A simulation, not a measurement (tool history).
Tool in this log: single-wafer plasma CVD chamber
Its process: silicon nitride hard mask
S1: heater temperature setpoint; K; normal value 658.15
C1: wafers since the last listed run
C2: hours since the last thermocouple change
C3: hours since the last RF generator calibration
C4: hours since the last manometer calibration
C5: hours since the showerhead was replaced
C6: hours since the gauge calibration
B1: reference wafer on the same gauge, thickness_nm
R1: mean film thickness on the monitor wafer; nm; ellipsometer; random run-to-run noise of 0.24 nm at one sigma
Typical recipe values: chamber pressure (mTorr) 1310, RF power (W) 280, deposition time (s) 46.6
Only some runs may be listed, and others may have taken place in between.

{"run": 1, "day": 0.0, "S1": 667.15, "chamber pressure (mTorr)": 1310, "RF power (W)": 280, "deposition time (s)": 46.6, "C1": 0, "C2": 392, "C3": 507.9, "C4": 1669, "C5": 4679.9, "C6": 588.8, "B1": 58.961, "R1": 51.304}
{"run": 2, "day": 3.708, "S1": 658.15, "chamber pressure (mTorr)": 1310, "RF power (W)": 280, "deposition time (s)": 46.6, "C1": 1611, "C2": 481, "C3": 596.9, "C4": 1758, "C5": 4768.9, "C6": 677.8, "B1": 59.002, "R1": 51.403}
{"run": 3, "day": 6.925, "S1": 658.15, "chamber pressure (mTorr)": 1310, "RF power (W)": 280, "deposition time (s)": 46.6, "C1": 1397, "C2": 558.2, "C3": 674.1, "C4": 1835.2, "C5": 4846.1, "C6": 755, "B1": 58.985, "R1": 51.296}
{"run": 4, "day": 8.983, "S1": 658.15, "chamber pressure (mTorr)": 1310, "RF power (W)": 280, "deposition time (s)": 46.6, "C1": 894, "C2": 607.6, "C3": 723.5, "C4": 1884.6, "C5": 4895.5, "C6": 804.4, "B1": 58.946, "R1": 51.649}
{"run": 5, "day": 12.471, "S1": 658.15, "chamber pressure (mTorr)": 1310, "RF power (W)": 280, "deposition time (s)": 46.6, "C1": 1515, "C2": 691.3, "C3": 807.2, "C4": 1968.3, "C5": 4979.2, "C6": 888.1, "B1": 59.001, "R1": 51.292}
{"run": 6, "day": 16.796, "S1": 658.15, "chamber pressure (mTorr)": 1310, "RF power (W)": 280, "deposition time (s)": 46.6, "C1": 1878, "C2": 795.1, "C3": 911, "C4": 2072.1, "C5": 5083, "C6": 991.9, "B1": 59.07, "R1": 52.024}
{"run": 7, "day": 19.004, "S1": 658.15, "chamber pressure (mTorr)": 1310, "RF power (W)": 280, "deposition time (s)": 46.6, "C1": 959, "C2": 848.1, "C3": 964, "C4": 2125.1, "C5": 5136, "C6": 1044.9, "B1": 59.092, "R1": 52.329}
{"run": 8, "day": 21.062, "S1": 658.15, "chamber pressure (mTorr)": 1310, "RF power (W)": 280, "deposition time (s)": 46.6, "C1": 894, "C2": 897.5, "C3": 1013.4, "C4": 2174.5, "C5": 5185.4, "C6": 1094.3, "B1": 58.97, "R1": 51.411}
{"run": 9, "day": 25.225, "S1": 666.15, "chamber pressure (mTorr)": 1310, "RF power (W)": 280, "deposition time (s)": 46.6, "C1": 1808, "C2": 997.4, "C3": 1113.3, "C4": 2274.4, "C5": 5285.3, "C6": 1194.2, "B1": 58.963, "R1": 52.108}
{"day": 27.046, "done": "capacitance manometer re-zeroed and calibrated"}
{"run": 10, "day": 27.321, "S1": 666.15, "chamber pressure (mTorr)": 1310, "RF power (W)": 280, "deposition time (s)": 46.6, "C1": 765, "C2": 1047.7, "C3": 1163.6, "C4": 6.6, "C5": 5335.6, "C6": 1244.5, "B1": 58.95, "R1": 50.423}
{"run": 11, "day": 29.138, "S1": 666.15, "chamber pressure (mTorr)": 1310, "RF power (W)": 280, "deposition time (s)": 46.6, "C1": 789, "C2": 1091.3, "C3": 1207.2, "C4": 50.2, "C5": 5379.2, "C6": 1288.1, "B1": 58.973, "R1": 49.976}
{"day": 32.529, "done": "RF generator calibrated"}
{"run": 12, "day": 32.654, "S1": 658.15, "chamber pressure (mTorr)": 1310, "RF power (W)": 280, "deposition time (s)": 46.6, "C1": 1382, "C2": 1175.7, "C3": 3, "C4": 134.6, "C5": 5463.6, "C6": 1372.5, "B1": 59.036, "R1": 50.325}
{"day": 33.2, "done": "showerhead replaced"}
{"day": 33.321, "done": "thermocouple changed; heater temperature recalibrated"}
{"run": 13, "day": 36.608, "S1": 658.15, "chamber pressure (mTorr)": 1310, "RF power (W)": 280, "deposition time (s)": 46.6, "C1": 1520, "C2": 78.9, "C3": 97.9, "C4": 229.5, "C5": 81.8, "C6": 1467.4, "B1": 58.934, "R1": 50.646}
{"run": 14, "day": 38.562, "S1": 662.15, "chamber pressure (mTorr)": 1020, "RF power (W)": 280, "deposition time (s)": 46.6, "C1": 848, "C2": 125.8, "C3": 144.8, "C4": 276.4, "C5": 128.7, "C6": 1514.3, "B1": 59.063, "R1": 45.178}
{"run": 15, "day": 41.396, "S1": 658.15, "chamber pressure (mTorr)": 1190, "RF power (W)": 280, "deposition time (s)": 46.6, "C1": 1230, "C2": 193.8, "C3": 212.8, "C4": 344.4, "C5": 196.7, "C6": 1582.3, "B1": 58.994, "R1": 48.627}
{"run": 16, "day": 45.717, "S1": 666.15, "chamber pressure (mTorr)": 1310, "RF power (W)": 280, "deposition time (s)": 46.6, "C1": 1877, "C2": 297.5, "C3": 316.5, "C4": 448.1, "C5": 300.4, "C6": 1686, "B1": 59, "R1": 50.23}
{"run": 17, "day": 47.642, "S1": 663.15, "chamber pressure (mTorr)": 1310, "RF power (W)": 280, "deposition time (s)": 39.4, "C1": 836, "C2": 343.7, "C3": 362.7, "C4": 494.3, "C5": 346.6, "C6": 1732.2, "B1": 58.975, "R1": 43.046}

What does the tool deliver on the next run?
{"run": 18, "day": 50.642, "S1": 658.15, "chamber pressure (mTorr)": 1100, "RF power (W)": 280, "deposition time (s)": 52.8, "C1": 1303, "C2": 415.7, "C3": 434.7, "C4": 566.3, "C5": 418.6, "C6": 1804.2, "B1": "?", "R1": "?"}

B1: 59.042
R1: 53.02 nm
Were there no unlogged condition in the tool, this run, its random variation unchanged, would have produced R1 53.149 nm.
